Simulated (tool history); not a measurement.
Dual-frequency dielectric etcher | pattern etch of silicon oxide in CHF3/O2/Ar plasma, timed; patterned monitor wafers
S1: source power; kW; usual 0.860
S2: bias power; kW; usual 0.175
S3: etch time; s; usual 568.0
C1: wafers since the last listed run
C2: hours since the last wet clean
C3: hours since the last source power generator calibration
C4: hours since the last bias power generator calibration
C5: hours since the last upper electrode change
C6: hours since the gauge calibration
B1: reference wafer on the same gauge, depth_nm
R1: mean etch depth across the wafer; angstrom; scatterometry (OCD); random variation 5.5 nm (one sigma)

Run 1, hour 0.0: usual settings; C1 0; C2 246.0; C3 1627.5; C4 2606.7; C5 4257.5; C6 672.1; B1 1078.1. Result: R1 11440 angstrom.
Run 2, hour 51.6: usual settings; C1 113; C2 297.6; C3 1679.1; C4 2658.3; C5 4309.1; C6 723.7; B1 1078.3. Result: R1 11362 angstrom.
Run 3, hour 151.0: usual settings but S3 623.0 s; C1 218; C2 397.0; C3 1778.5; C4 2757.7; C5 4408.5; C6 823.1; B1 1079.7. Result: R1 12721 angstrom.
Run 4, hour 202.7: usual settings but S3 623.0 s; C1 113; C2 448.7; C3 1830.2; C4 2809.4; C5 4460.2; C6 874.8; B1 1082.0. Result: R1 12617 angstrom.
Run 5, hour 298.5: usual settings; C1 210; C2 544.5; C3 1926.0; C4 2905.2; C5 4556.0; C6 970.6; B1 1079.8. Result: R1 11686 angstrom.
Run 6, hour 335.5: usual settings; C1 81; C2 581.5; C3 1963.0; C4 2942.2; C5 4593.0; C6 1007.6; B1 1081.5. Result: R1 11709 angstrom.
Run 7, hour 408.7: usual settings; C1 160; C2 654.7; C3 2036.2; C4 3015.4; C5 4666.2; C6 1080.8; B1 1080.8. Result: R1 11781 angstrom.
Run 8, hour 455.1: usual settings; C1 101; C2 701.1; C3 2082.6; C4 3061.8; C5 4712.6; C6 1127.2; B1 1079.6. Result: R1 11888 angstrom.
At hour 485.5: wet clean of the chamber.
Run 9, hour 533.2: usual settings; C1 118; C2 47.7; C3 2160.7; C4 3139.9; C5 4790.7; C6 1205.3; B1 1079.9. Result: R1 11219 angstrom.
At hour 631.6: upper electrode replaced.
Run 10, hour 640.9: usual settings; C1 183; C2 155.4; C3 2268.4; C4 3247.6; C5 9.3; C6 1313.0; B1 1080.9. Result: R1 11338 angstrom.
Run 11, hour 748.7: usual settings but S3 697.5 s; C1 236; C2 263.2; C3 2376.2; C4 3355.4; C5 117.1; C6 1420.8; B1 1079.6. Result: R1 13995 angstrom.
Run 12, hour 855.7: usual settings; C1 234; C2 370.2; C3 2483.2; C4 3462.4; C5 224.1; C6 1527.8; B1 1080.4. Result: R1 11484 angstrom.
At hour 963.0: source power generator calibrated.
Run 13, hour 963.5: usual settings but S1 1.000 kW, S2 0.153 kW, S3 639.0 s; C1 227; C2 478.0; C3 0.5; C4 3570.2; C5 331.9; C6 1635.6; B1 1080.3. Result: R1 13976 angstrom.
Run 14, hour 1021.7: usual settings but S1 0.760 kW, S2 0.164 kW, S3 425.0 s; C1 127; C2 536.2; C3 58.7; C4 3628.4; C5 390.1; C6 1693.8; B1 1079.5. Result: R1 8094 angstrom.
At hour 1089.4: wet clean of the chamber.
Run 15, hour 1089.9: usual settings; C1 97; C2 0.5; C3 126.9; C4 3696.6; C5 458.3; C6 1762.0; B1 1080.1. Result: R1 11358 angstrom.
Run 16, hour 1168.2: usual settings; C1 171; C2 78.8; C3 205.2; C4 3774.9; C5 536.6; C6 1840.3; B1 1080.5. Result: R1 11392 angstrom.
Run 17, hour 1261.3: usual settings; C1 204; C2 171.9; C3 298.3; C4 3868.0; C5 629.7; C6 1933.4; B1 1079.6. Result: R1 11450 angstrom.
At hour 1293.0: bias power generator calibrated.
At hour 1316.0: gauge calibrated.
Run 18, hour 1357.8: usual settings but S2 0.189 kW; C1 203; C2 268.4; C3 394.8; C4 64.8; C5 726.2; C6 41.8; B1 1078.9. Result: R1 11798 angstrom.
Run 19, hour 1417.7: usual settings but S1 0.740 kW, S2 0.203 kW, S3 521.5 s; C1 131; C2 328.3; C3 454.7; C4 124.7; C5 786.1; C6 101.7; B1 1081.8. Result: R1 10030 angstrom.
Run 20, hour 1515.5: usual settings but S1 0.780 kW; C1 214; C2 426.1; C3 552.5; C4 222.5; C5 883.9; C6 199.5; B1 1082.3. Result: R1 11011 angstrom.
Run 21, hour 1607.6: usual settings but S3 615.0 s; C1 202; C2 518.2; C3 644.6; C4 314.6; C5 976.0; C6 291.6; B1 1079.6. Result: R1 12589 angstrom.
Run 22, hour 1654.8: usual settings; C1 103; C2 565.4; C3 691.8; C4 361.8; C5 1023.2; C6 338.8; B1 1080.5. Result: R1 11711 angstrom.
Run 23, hour 1748.5: usual settings but S1 0.750 kW, S2 0.208 kW, S3 439.0 s; C1 205; C2 659.1; C3 785.5; C4 455.5; C5 1116.9; C6 432.5; B1 1080.2. Result: R1 8735 angstrom.
At hour 1791.1: wet clean of the chamber.
Run 24, hour 2050.0: usual settings; C1 609; C2 258.9; C3 1087.0; C4 757.0; C5 1418.4; C6 734.0; B1 1079.1. Result: R1 11328 angstrom.
Run 25, hour 2157.1: usual settings; C1 235; C2 366.0; C3 1194.1; C4 864.1; C5 1525.5; C6 841.1; B1 1076.8. Result: R1 11385 angstrom.
Run 26, hour 2217.4: usual settings but S2 0.146 kW; C1 132; C2 426.3; C3 1254.4; C4 924.4; C5 1585.8; C6 901.4; B1 1080.7. Result: R1 10914 angstrom.
At hour 2337.9: wet clean of the chamber.
Run 27, hour 2338.4: usual settings but S1 0.660 kW, S2 0.148 kW, S3 455.5 s; C1 212; C2 0.5; C3 1375.4; C4 1045.4; C5 1706.8; C6 1022.4; B1 1078.8. Result: R1 7227 angstrom.
Run 28, hour 2363.7: usual settings; C1 55; C2 25.8; C3 1400.7; C4 1070.7; C5 1732.1; C6 1047.7; B1 1079.3. Result: R1 11160 angstrom.
Run 29, hour 2605.1: usual settings but S3 646.0 s; C1 529; C2 267.2; C3 1642.1; C4 1312.1; C5 1973.5; C6 1289.1; B1 1081.0. Result: R1 12981 angstrom.

The tool's hidden state at each run:
bias power that arrives over what is set, %: 0 in every run
gauge reads high (%): 0 in every run
H1: etch rate over this chamber's usual, %
H2: source power that arrives over what is set, %
run      H1      H2
  1    1.75   -2.73
  2    2.17   -2.84
  3       3   -3.04
  4    3.43   -3.15
  5    4.22   -3.35
  6    4.53   -3.42
  7    5.14   -3.57
  8    5.52   -3.67
  9   0.605   -3.83
 10     1.5   -4.05
 11    2.39   -4.27
 12    3.28    -4.5
 13    4.18  -0.984
 14    4.66    -1.1
 15  -0.486   -1.24
 16   0.164   -1.41
 17   0.937    -1.6
 18    1.74    -1.8
 19    2.24   -1.92
 20    3.05   -2.12
 21    3.81   -2.31
 22     4.2   -2.41
 23    4.98    -2.6
 24    1.18   -3.22
 25    2.06   -3.44
 26    2.57   -3.57
 27   0.354   -3.82
 28   0.564   -3.87
 29    2.57   -4.36
